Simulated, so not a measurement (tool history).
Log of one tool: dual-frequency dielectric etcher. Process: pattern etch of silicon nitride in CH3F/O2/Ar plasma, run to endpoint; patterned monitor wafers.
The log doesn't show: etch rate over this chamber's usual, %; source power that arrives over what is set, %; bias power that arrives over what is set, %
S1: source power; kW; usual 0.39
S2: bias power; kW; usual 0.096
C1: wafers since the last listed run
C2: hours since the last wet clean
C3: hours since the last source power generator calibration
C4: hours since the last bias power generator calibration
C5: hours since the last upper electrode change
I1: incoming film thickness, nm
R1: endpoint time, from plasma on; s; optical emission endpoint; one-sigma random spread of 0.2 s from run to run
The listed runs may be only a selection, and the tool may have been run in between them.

| run | hour | S1 | S2 | C1 | C2 | C3 | C4 | C5 | I1 | R1 |
|---|---|---|---|---|---|---|---|---|---|---|
| 1 | 0 | 0.39 | 0.096 | 0 | 114.2 | 2253.1 | 1273.6 | 3877.6 | 55.5 | 66.4 |
| 2 | 51.5 | 0.39 | 0.096 | 618 | 165.7 | 2304.6 | 1325.1 | 3929.1 | 55.7 | 66.8 |
| 3 | 80.2 | 0.39 | 0.096 | 344 | 194.4 | 2333.3 | 1353.8 | 3957.8 | 55.7 | 67.3 |
| 4 | 122.9 | 0.39 | 0.106 | 512 | 237.1 | 2376 | 1396.5 | 4000.5 | 55.4 | 64.2 |
| 5 | 228.4 | 0.39 | 0.106 | 1266 | 342.6 | 2481.5 | 1502 | 4106 | 55.5 | 65.2 |
|  | 292.1 | wet clean of the chamber |
| 6 | 292.6 | 0.44 | 0.113 | 482 | 0.5 | 2545.7 | 1566.2 | 4170.2 | 55.5 | 60 |
| 7 | 354.8 | 0.44 | 0.113 | 746 | 62.7 | 2607.9 | 1628.4 | 4232.4 | 55.6 | 60.4 |
| 8 | 403.9 | 0.39 | 0.096 | 589 | 111.8 | 2657 | 1677.5 | 4281.5 | 55.6 | 65.9 |
| 9 | 446.4 | 0.39 | 0.096 | 510 | 154.3 | 2699.5 | 1720 | 4324 | 55.5 | 66.2 |
| 10 | 511.7 | 0.39 | 0.096 | 784 | 219.6 | 2764.8 | 1785.3 | 4389.3 | 55.5 | 66.1 |
|  | 627.5 | wet clean of the chamber |
| 11 | 713.4 | 0.39 | 0.096 | 2134 | 85.9 | 2966.5 | 1987 | 4591 | 55.5 | 65.7 |
|  | 768.2 | bias power generator calibrated |
| 12 | 782.6 | 0.39 | 0.096 | 783 | 155.1 | 3035.7 | 14.4 | 4660.2 | 55.9 | 65.8 |
| 13 | 813.8 | 0.39 | 0.096 | 374 | 186.3 | 3066.9 | 45.6 | 4691.4 | 55.7 | 65.7 |
| 14 | 845.3 | 0.39 | 0.096 | 378 | 217.8 | 3098.4 | 77.1 | 4722.9 | 55.5 | 65.9 |
| 15 | 911.2 | 0.47 | 0.083 | 791 | 283.7 | 3164.3 | 143 | 4788.8 | 55 | 66.2 |
|  | 966.8 | wet clean of the chamber |
| 16 | 975.2 | 0.45 | 0.107 | 480 | 8.4 | 3228.3 | 207 | 4852.8 | 55.8 | 61.4 |
| 17 | 1019.4 | 0.35 | 0.114 | 530 | 52.6 | 3272.5 | 251.2 | 4897 | 55.8 | 63 |
| 18 | 1047.6 | 0.36 | 0.096 | 338 | 80.8 | 3300.7 | 279.4 | 4925.2 | 55.8 | 67.5 |
| 19 | 1104.1 | 0.39 | 0.096 | 678 | 137.3 | 3357.2 | 335.9 | 4981.7 | 55.8 | 66.6 |
| 20 | 1129.3 | 0.46 | 0.096 | 302 | 162.5 | 3382.4 | 361.1 | 5006.9 | 55.2 | 63.4 |
| 21 | 1167.4 | 0.34 | 0.079 | 457 | 200.6 | 3420.5 | 399.2 | 5045 | 55.4 | 73 |
|  | 1188.4 | source power generator calibrated |
|  | 1223.7 | upper electrode replaced |
| 22 | 1232.1 | 0.39 | 0.084 | 440 | 265.3 | 43.7 | 463.9 | 8.4 | 55.3 | 69.8 |
| 23 | 1282.6 | 0.39 | 0.096 | 606 | 315.8 | 94.2 | 514.4 | 58.9 | 54.7 | 66.2 |
| 24 | 1315.9 | 0.39 | 0.096 | 399 | 349.1 | 127.5 | 547.7 | 92.2 | 56.1 | 68 |
| 25 | 1361.1 | 0.39 | 0.096 | 542 | 394.3 | 172.7 | 592.9 | 137.4 | 55.8 | 68 |
|  | 1388.1 | wet clean of the chamber |
| 26 | 1408.4 | 0.39 | 0.096 | 279 | 20.3 | 220 | 640.2 | 184.7 | 56.2 | 66.5 |
| 27 | 1448 | 0.34 | 0.115 | 475 | 59.9 | 259.6 | 679.8 | 224.3 | 55.3 | 63.3 |
| 28 | 1509.3 | 0.42 | 0.105 | 736 | 121.2 | 320.9 | 741.1 | 285.6 | 56.1 | 63.9 |
| 29 | 1556.5 | 0.32 | 0.113 | 566 | 168.4 | 368.1 | 788.3 | 332.8 | 55.7 | 65 |

Had the tool no unlogged condition, and each run kept its random variation, what would the results have been?
| run | R1 |
|---|---|
| 1 | 64.7 |
| 2 | 64.9 |
| 3 | 65.2 |
| 4 | 62.1 |
| 5 | 62.6 |
| 6 | 59.4 |
| 7 | 59.6 |
| 8 | 64.8 |
| 9 | 65 |
| 10 | 64.6 |
| 11 | 64.4 |
| 12 | 65.1 |
| 13 | 64.8 |
| 14 | 64.9 |
| 15 | 64.8 |
| 16 | 60.7 |
| 17 | 62.1 |
| 18 | 66.4 |
| 19 | 65.2 |
| 20 | 62 |
| 21 | 71.2 |
| 22 | 67.7 |
| 23 | 63.9 |
| 24 | 65.5 |
| 25 | 65.3 |
| 26 | 65.5 |
| 27 | 62.2 |
| 28 | 62.5 |
| 29 | 63.4 |

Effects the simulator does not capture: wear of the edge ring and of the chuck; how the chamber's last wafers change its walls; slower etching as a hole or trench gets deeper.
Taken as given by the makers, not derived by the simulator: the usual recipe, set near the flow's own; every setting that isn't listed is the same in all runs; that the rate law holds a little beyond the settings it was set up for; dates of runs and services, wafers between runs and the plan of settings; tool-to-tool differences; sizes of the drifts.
